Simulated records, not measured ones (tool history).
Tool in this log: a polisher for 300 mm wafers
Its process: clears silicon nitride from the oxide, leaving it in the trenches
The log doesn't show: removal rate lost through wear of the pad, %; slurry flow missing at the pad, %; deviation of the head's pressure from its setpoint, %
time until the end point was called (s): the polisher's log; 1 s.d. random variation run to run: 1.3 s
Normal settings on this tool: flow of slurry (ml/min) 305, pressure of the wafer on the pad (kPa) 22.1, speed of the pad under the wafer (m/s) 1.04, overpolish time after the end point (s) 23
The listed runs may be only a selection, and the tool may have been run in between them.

run   hour  flow of slurry (ml/min)  pressure of the wafer on the pad (kPa)  speed of the pad under the wafer (m/s)  overpolish time after the end point (s)  wafers since the last listed run  wafers polished on this pad  hours since the slurry nozzle was cleaned  hours since the head pressure was calibrated  incoming thickness of the incoming film, nm  time until the end point was called (s)
  1      0                      305                                    22.1                                    1.04                                       30                                 0                         2080                                       17.2                                         877.3                                         85.8                                       83
  2   80.5                      250                                    22.1                                    1.04                                       23                               646                         2727                                       97.7                                         957.8                                         84.1                                       82
      99.4  -- worn pad replaced by a new one
  3  174.1                      250                                    22.1                                    1.04                                       23                               719                          599                                      191.3                                        1051.4                                         84.6                                     85.6
     300.2  -- head pressure recalibrated
  4  374.1                      250                                    22.1                                    1.04                                       23                              1590                         2190                                      391.3                                          73.9                                         84.9                                     88.2
     453.5  -- worn pad replaced by a new one
  5  478.2                      305                                    22.1                                    1.04                                       23                               804                          198                                      495.4                                           178                                         85.6                                     85.8
  6  522.3                      305                                    22.1                                    1.04                                       23                               354                          552                                      539.5                                         222.1                                         85.8                                     85.9
  7  573.7                      305                                    22.1                                    1.04                                       23                               412                          965                                      590.9                                         273.5                                           87                                     87.7
  8  666.7                      305                                    22.1                                     0.8                                       23                               747                         1712                                      683.9                                         366.5                                         86.7                                      108
  9  703.1                      305                                    18.6                                    1.04                                       23                               292                         2005                                      720.3                                         402.9                                         84.5                                     99.1

For run 10, what comes out?
 10  772.1                      405                                    22.1                                    0.78                                       29                               554                         2559                                      789.3                                         471.9                                         84.7                                        ?

{"run 10": {"time until the end point was called (s)": 105.6}}
The same run, on a tool lacking any hidden state, would have yielded time until the end point was called (s) 100.3.
